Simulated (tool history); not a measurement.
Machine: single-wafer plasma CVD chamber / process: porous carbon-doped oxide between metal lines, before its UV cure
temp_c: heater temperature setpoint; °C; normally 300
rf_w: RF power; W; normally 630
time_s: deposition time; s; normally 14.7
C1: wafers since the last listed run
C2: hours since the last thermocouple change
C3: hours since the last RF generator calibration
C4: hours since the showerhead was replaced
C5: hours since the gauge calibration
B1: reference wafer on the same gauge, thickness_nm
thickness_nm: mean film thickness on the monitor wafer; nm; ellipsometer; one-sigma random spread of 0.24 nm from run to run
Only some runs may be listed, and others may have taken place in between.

run 1 hour=0.0 | temp_c=300 rf_w=630 time_s=14.7 | C1=0 C2=756.2 C3=2269.6 C4=2445.4 C5=125.2 | B1=96.650 | thickness_nm=89.983
run 2 hour=29.5 | temp_c=300 rf_w=550 time_s=14.7 | C1=911 C2=785.7 C3=2299.1 C4=2474.9 C5=154.7 | B1=96.772 | thickness_nm=78.669
run 3 hour=52.6 | temp_c=300 rf_w=550 time_s=14.7 | C1=713 C2=808.8 C3=2322.2 C4=2498.0 C5=177.8 | B1=96.965 | thickness_nm=78.495
run 4 hour=88.2 | temp_c=300 rf_w=690 time_s=14.7 | C1=1099 C2=844.4 C3=2357.8 C4=2533.6 C5=213.4 | B1=97.091 | thickness_nm=98.766
run 5 hour=108.8 | temp_c=300 rf_w=630 time_s=12.8 | C1=636 C2=865.0 C3=2378.4 C4=2554.2 C5=234.0 | B1=97.096 | thickness_nm=79.273
run 6 hour=144.7 | temp_c=300 rf_w=630 time_s=14.7 | C1=1108 C2=900.9 C3=2414.3 C4=2590.1 C5=269.9 | B1=97.182 | thickness_nm=90.431
run 7 hour=164.7 | temp_c=300 rf_w=630 time_s=14.7 | C1=617 C2=920.9 C3=2434.3 C4=2610.1 C5=289.9 | B1=97.244 | thickness_nm=90.476
-- hour=198.3 RF generator calibrated
run 8 hour=198.8 | temp_c=300 rf_w=630 time_s=14.7 | C1=806 C2=955.0 C3=0.5 C4=2644.2 C5=324.0 | B1=97.303 | thickness_nm=90.695
run 9 hour=215.1 | temp_c=300 rf_w=630 time_s=14.7 | C1=503 C2=971.3 C3=16.8 C4=2660.5 C5=340.3 | B1=97.254 | thickness_nm=90.478
run 10 hour=242.8 | temp_c=300 rf_w=630 time_s=14.7 | C1=855 C2=999.0 C3=44.5 C4=2688.2 C5=368.0 | B1=97.269 | thickness_nm=90.402
run 11 hour=257.7 | temp_c=290 rf_w=660 time_s=16.7 | C1=460 C2=1013.9 C3=59.4 C4=2703.1 C5=382.9 | B1=97.331 | thickness_nm=114.117
run 12 hour=274.3 | temp_c=292 rf_w=750 time_s=17.0 | C1=512 C2=1030.5 C3=76.0 C4=2719.7 C5=399.5 | B1=97.504 | thickness_nm=129.541
-- hour=299.3 thermocouple changed; heater temperature recalibrated
run 13 hour=299.8 | temp_c=300 rf_w=630 time_s=14.7 | C1=540 C2=0.5 C3=101.5 C4=2745.2 C5=425.0 | B1=97.425 | thickness_nm=90.520
-- hour=312.0 gauge calibrated
run 14 hour=318.2 | temp_c=286 rf_w=630 time_s=14.7 | C1=568 C2=18.9 C3=119.9 C4=2763.6 C5=6.2 | B1=95.841 | thickness_nm=97.785
run 15 hour=419.8 | temp_c=300 rf_w=670 time_s=16.3 | C1=3138 C2=120.5 C3=221.5 C4=2865.2 C5=107.8 | B1=96.728 | thickness_nm=105.122
-- hour=437.3 showerhead replaced
run 16 hour=446.4 | temp_c=290 rf_w=740 time_s=12.0 | C1=574 C2=147.1 C3=248.1 C4=9.1 C5=134.4 | B1=96.915 | thickness_nm=92.063
run 17 hour=480.2 | temp_c=300 rf_w=630 time_s=14.7 | C1=1044 C2=180.9 C3=281.9 C4=42.9 C5=168.2 | B1=97.014 | thickness_nm=90.100
run 18 hour=537.6 | temp_c=314 rf_w=630 time_s=14.7 | C1=1773 C2=238.3 C3=339.3 C4=100.3 C5=225.6 | B1=97.239 | thickness_nm=82.753
run 19 hour=570.3 | temp_c=300 rf_w=630 time_s=14.7 | C1=1010 C2=271.0 C3=372.0 C4=133.0 C5=258.3 | B1=97.304 | thickness_nm=90.142
run 20 hour=603.9 | temp_c=300 rf_w=630 time_s=17.0 | C1=1037 C2=304.6 C3=405.6 C4=166.6 C5=291.9 | B1=97.322 | thickness_nm=104.442

Consider 5 possible next runs. They are alternatives, not a sequence: every one starts from the tool as it was left by run 20. What does each give?
run A hour=604.3 | temp_c=293 rf_w=630 time_s=14.7 | C1=12 C2=305.0 C3=406.0 C4=167.0 C5=292.3 | B1=? | thickness_nm=?
run B hour=604.3 | temp_c=312 rf_w=565 time_s=14.7 | C1=12 C2=305.0 C3=406.0 C4=167.0 C5=292.3 | B1=? | thickness_nm=?
run C hour=604.3 | temp_c=287 rf_w=565 time_s=12.9 | C1=12 C2=305.0 C3=406.0 C4=167.0 C5=292.3 | B1=? | thickness_nm=?
run D hour=604.3 | temp_c=289 rf_w=630 time_s=13.5 | C1=12 C2=305.0 C3=406.0 C4=167.0 C5=292.3 | B1=? | thickness_nm=?
run E hour=604.3 | temp_c=300 rf_w=705 time_s=14.7 | C1=12 C2=305.0 C3=406.0 C4=167.0 C5=292.3 | B1=? | thickness_nm=?

run=A B1=97.384 thickness_nm=95.129
run=B B1=97.384 thickness_nm=75.635
run=C B1=97.384 thickness_nm=78.375
run=D B1=97.384 thickness_nm=90.056
run=E B1=97.384 thickness_nm=100.890
Without the tool's hidden state the same runs would have given:
run=A thickness_nm=93.434
run=B thickness_nm=74.287
run=C thickness_nm=76.978
run=D thickness_nm=88.451
run=E thickness_nm=99.092
